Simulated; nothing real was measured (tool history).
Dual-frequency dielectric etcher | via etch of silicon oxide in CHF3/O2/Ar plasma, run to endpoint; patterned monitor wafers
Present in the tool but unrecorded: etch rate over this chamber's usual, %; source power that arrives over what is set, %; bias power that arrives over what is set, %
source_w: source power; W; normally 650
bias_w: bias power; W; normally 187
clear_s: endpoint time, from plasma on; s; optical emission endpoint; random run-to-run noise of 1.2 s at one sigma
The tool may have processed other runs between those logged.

run	day	source_w	bias_w	wafers since the last listed run	hours since the last wet clean	hours since the last source power generator calibration	hours since the last bias power generator calibration	hours since the last upper electrode change	incoming incoming film thickness, nm	clear_s
1	0	650	202	0	106.5	2176.9	3334.6	5237.9	679.3	314.7
2	0.267	650	187	28	112.9	2183.3	3341	5244.3	680	324.6
3	0.921	650	187	69	128.6	2199	3356.7	5260	677.3	322.5
4	1.625	650	187	75	145.5	2215.9	3373.6	5276.9	675.7	321
5	2.267	650	187	68	160.9	2231.3	3389	5292.3	674.8	320.6
6	3.4	650	187	121	188.1	2258.5	3416.2	5319.5	681.1	321.3
7	4.033	650	187	67	203.3	2273.7	3431.4	5334.7	681	320.7
8	4.35	650	187	33	210.9	2281.3	3439	5342.3	677.4	320.7
9	5.083	650	187	78	228.5	2298.9	3456.6	5359.9	674.6	317.7
10	5.338	650	187	27	234.6	2305	3462.7	5366	674.4	319.5
11	5.946	550	222	65	249.2	2319.6	3477.3	5380.6	676	320
12	6.208	550	222	28	255.5	2325.9	3483.6	5386.9	682.6	324
13	6.775	550	222	60	269.1	2339.5	3497.2	5400.5	681.5	319.5
14	7.283	750	187	54	281.3	2351.7	3509.4	5412.7	672.5	299.7
15	7.954	750	187	71	297.4	2367.8	3525.5	5428.8	674	299.4
16	8.262	650	202	32	304.8	2375.2	3532.9	5436.2	685.3	313.9
17	8.567	560	147	32	312.1	2382.5	3540.2	5443.5	684.3	370.1
18	8.888	650	187	34	319.8	2390.2	3547.9	5451.2	677.3	316
# day 10.142: upper electrode replaced
# day 10.621: source power generator calibrated
# day 10.879: wet clean of the chamber
19	10.9	650	202	62	0.5	6.7	3596.2	18.2	678.6	317.9
20	10.917	790	187	1	0.9	7.1	3596.6	18.6	680.5	302.3
21	10.933	500	206	1	1.3	7.5	3597	19	678.7	349.1
22	10.95	650	162	1	1.7	7.9	3597.4	19.4	678.5	342.7
23	10.967	650	166	1	2.1	8.3	3597.8	19.8	685.3	343.5

Predict the results of run 24:
24	11.121	650	233	16	5.8	12	3601.5	23.5	675.3	?

Logged for run 24: clear_s 301.1 s.
With no hidden state in the tool, this same run would have given clear_s 302.2 s.

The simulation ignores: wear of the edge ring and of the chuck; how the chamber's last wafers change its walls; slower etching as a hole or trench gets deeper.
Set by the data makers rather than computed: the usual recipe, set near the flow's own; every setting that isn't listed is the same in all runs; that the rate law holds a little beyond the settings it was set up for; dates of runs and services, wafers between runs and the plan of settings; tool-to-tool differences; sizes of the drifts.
